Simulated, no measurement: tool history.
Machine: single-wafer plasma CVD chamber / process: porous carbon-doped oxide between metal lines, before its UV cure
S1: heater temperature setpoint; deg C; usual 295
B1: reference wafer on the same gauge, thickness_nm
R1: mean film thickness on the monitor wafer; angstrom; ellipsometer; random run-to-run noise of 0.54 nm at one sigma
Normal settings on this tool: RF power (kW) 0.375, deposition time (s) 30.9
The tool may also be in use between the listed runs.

run 1 hour=0.0 | S1=295 RF_power_(kW)=0.375 deposition_time_(s)=26.3 | B1=147.081 | R1=1139.16
run 2 hour=199.7 | S1=295 RF_power_(kW)=0.375 deposition_time_(s)=26.3 | B1=146.927 | R1=1131.99
run 3 hour=228.4 | S1=295 RF_power_(kW)=0.375 deposition_time_(s)=30.9 | B1=146.997 | R1=1317.36
run 4 hour=425.4 | S1=295 RF_power_(kW)=0.375 deposition_time_(s)=30.9 | B1=146.957 | R1=1320.25
run 5 hour=484.8 | S1=295 RF_power_(kW)=0.375 deposition_time_(s)=30.9 | B1=146.760 | R1=1317.20
run 6 hour=529.0 | S1=295 RF_power_(kW)=0.375 deposition_time_(s)=30.9 | B1=147.225 | R1=1325.59
run 7 hour=559.3 | S1=284 RF_power_(kW)=0.315 deposition_time_(s)=30.9 | B1=146.979 | R1=1316.89
-- hour=566.8 gauge calibrated
-- hour=571.4 RF generator calibrated
-- hour=615.3 showerhead replaced
run 8 hour=631.0 | S1=295 RF_power_(kW)=0.375 deposition_time_(s)=26.3 | B1=146.999 | R1=1138.49
-- hour=716.3 thermocouple changed; heater temperature recalibrated
run 9 hour=738.3 | S1=295 RF_power_(kW)=0.375 deposition_time_(s)=30.9 | B1=147.031 | R1=1318.86
run 10 hour=806.9 | S1=295 RF_power_(kW)=0.310 deposition_time_(s)=30.9 | B1=146.928 | R1=1198.14
run 11 hour=848.9 | S1=295 RF_power_(kW)=0.355 deposition_time_(s)=30.9 | B1=147.046 | R1=1280.63
run 12 hour=881.9 | S1=282 RF_power_(kW)=0.345 deposition_time_(s)=29.0 | B1=146.953 | R1=1305.65
run 13 hour=917.6 | S1=295 RF_power_(kW)=0.375 deposition_time_(s)=26.9 | B1=147.077 | R1=1151.05
run 14 hour=978.9 | S1=295 RF_power_(kW)=0.310 deposition_time_(s)=32.8 | B1=147.102 | R1=1278.33
run 15 hour=1011.8 | S1=295 RF_power_(kW)=0.375 deposition_time_(s)=26.3 | B1=146.996 | R1=1130.63

Branching from run 15: 5 alternative next runs. What would each branch give?
run A hour=1012.2 | S1=295 RF_power_(kW)=0.325 deposition_time_(s)=30.9 | B1=? | R1=?
run B hour=1012.2 | S1=289 RF_power_(kW)=0.375 deposition_time_(s)=36.9 | B1=? | R1=?
run C hour=1012.2 | S1=288 RF_power_(kW)=0.400 deposition_time_(s)=36.9 | B1=? | R1=?
run D hour=1012.2 | S1=300 RF_power_(kW)=0.445 deposition_time_(s)=34.4 | B1=? | R1=?
run E hour=1012.2 | S1=295 RF_power_(kW)=0.335 deposition_time_(s)=24.8 | B1=? | R1=?

run=A B1=146.930 R1=1235.27
run=B B1=146.930 R1=1641.53
run=C B1=146.930 R1=1708.32
run=D B1=146.930 R1=1554.60
run=E B1=146.930 R1=1013.04
With the hidden condition removed and each run's random variation left untouched, the same runs would have given:
run=A R1=1235.27
run=B R1=1641.53
run=C R1=1708.32
run=D R1=1554.60
run=E R1=1013.04
